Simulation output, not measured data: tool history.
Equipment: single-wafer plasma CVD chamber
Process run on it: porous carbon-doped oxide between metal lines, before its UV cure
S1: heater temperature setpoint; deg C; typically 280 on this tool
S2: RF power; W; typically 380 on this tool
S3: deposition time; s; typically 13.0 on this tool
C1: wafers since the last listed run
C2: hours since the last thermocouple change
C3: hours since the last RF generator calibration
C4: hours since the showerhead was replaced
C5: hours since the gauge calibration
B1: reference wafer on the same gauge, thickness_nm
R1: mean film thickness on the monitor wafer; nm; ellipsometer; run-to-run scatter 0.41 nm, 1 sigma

run 1 hour=0.0 | S1=280 S2=380 S3=13.0 | C1=0 C2=1877.2 C3=1156.9 C4=6123.9 C5=682.2 | B1=78.959 | R1=72.698
run 2 hour=17.2 | S1=280 S2=340 S3=13.0 | C1=537 C2=1894.4 C3=1174.1 C4=6141.1 C5=699.4 | B1=78.993 | R1=65.729
run 3 hour=32.9 | S1=280 S2=380 S3=13.0 | C1=490 C2=1910.1 C3=1189.8 C4=6156.8 C5=715.1 | B1=78.952 | R1=71.916
run 4 hour=40.4 | S1=280 S2=380 S3=13.0 | C1=234 C2=1917.6 C3=1197.3 C4=6164.3 C5=722.6 | B1=78.908 | R1=72.068
run 5 hour=51.7 | S1=280 S2=350 S3=13.0 | C1=353 C2=1928.9 C3=1208.6 C4=6175.6 C5=733.9 | B1=79.020 | R1=66.597
run 6 hour=60.7 | S1=273 S2=380 S3=13.0 | C1=281 C2=1937.9 C3=1217.6 C4=6184.6 C5=742.9 | B1=79.000 | R1=75.631
run 7 hour=78.3 | S1=273 S2=380 S3=13.0 | C1=550 C2=1955.5 C3=1235.2 C4=6202.2 C5=760.5 | B1=79.089 | R1=74.528
run 8 hour=92.6 | S1=273 S2=380 S3=13.0 | C1=447 C2=1969.8 C3=1249.5 C4=6216.5 C5=774.8 | B1=78.934 | R1=75.065
run 9 hour=104.3 | S1=280 S2=350 S3=15.0 | C1=365 C2=1981.5 C3=1261.2 C4=6228.2 C5=786.5 | B1=78.963 | R1=76.279
run 10 hour=112.0 | S1=280 S2=380 S3=13.0 | C1=240 C2=1989.2 C3=1268.9 C4=6235.9 C5=794.2 | B1=79.005 | R1=72.320
run 11 hour=120.9 | S1=280 S2=380 S3=13.0 | C1=278 C2=1998.1 C3=1277.8 C4=6244.8 C5=803.1 | B1=79.078 | R1=71.828
run 12 hour=128.7 | S1=280 S2=380 S3=13.0 | C1=243 C2=2005.9 C3=1285.6 C4=6252.6 C5=810.9 | B1=79.038 | R1=72.671
-- hour=132.2 gauge calibrated
run 13 hour=135.2 | S1=280 S2=380 S3=13.0 | C1=203 C2=2012.4 C3=1292.1 C4=6259.1 C5=3.0 | B1=79.036 | R1=71.175
run 14 hour=152.2 | S1=270 S2=435 S3=14.5 | C1=531 C2=2029.4 C3=1309.1 C4=6276.1 C5=20.0 | B1=78.996 | R1=95.749
run 15 hour=169.7 | S1=286 S2=415 S3=12.2 | C1=547 C2=2046.9 C3=1326.6 C4=6293.6 C5=37.5 | B1=78.982 | R1=70.995
run 16 hour=187.0 | S1=270 S2=335 S3=10.8 | C1=541 C2=2064.2 C3=1343.9 C4=6310.9 C5=54.8 | B1=79.116 | R1=57.430
run 17 hour=196.5 | S1=280 S2=350 S3=15.5 | C1=297 C2=2073.7 C3=1353.4 C4=6320.4 C5=64.3 | B1=78.967 | R1=79.400

Run 18 has not been measured yet. What should we expect?
run 18 hour=213.3 | S1=280 S2=380 S3=11.6 | C1=525 C2=2090.5 C3=1370.2 C4=6337.2 C5=81.1 | B1=? | R1=?

Run 18 came out at B1 79.132, R1 64.396 nm.
Without the tool's hidden state the same run would have given R1 64.396 nm.
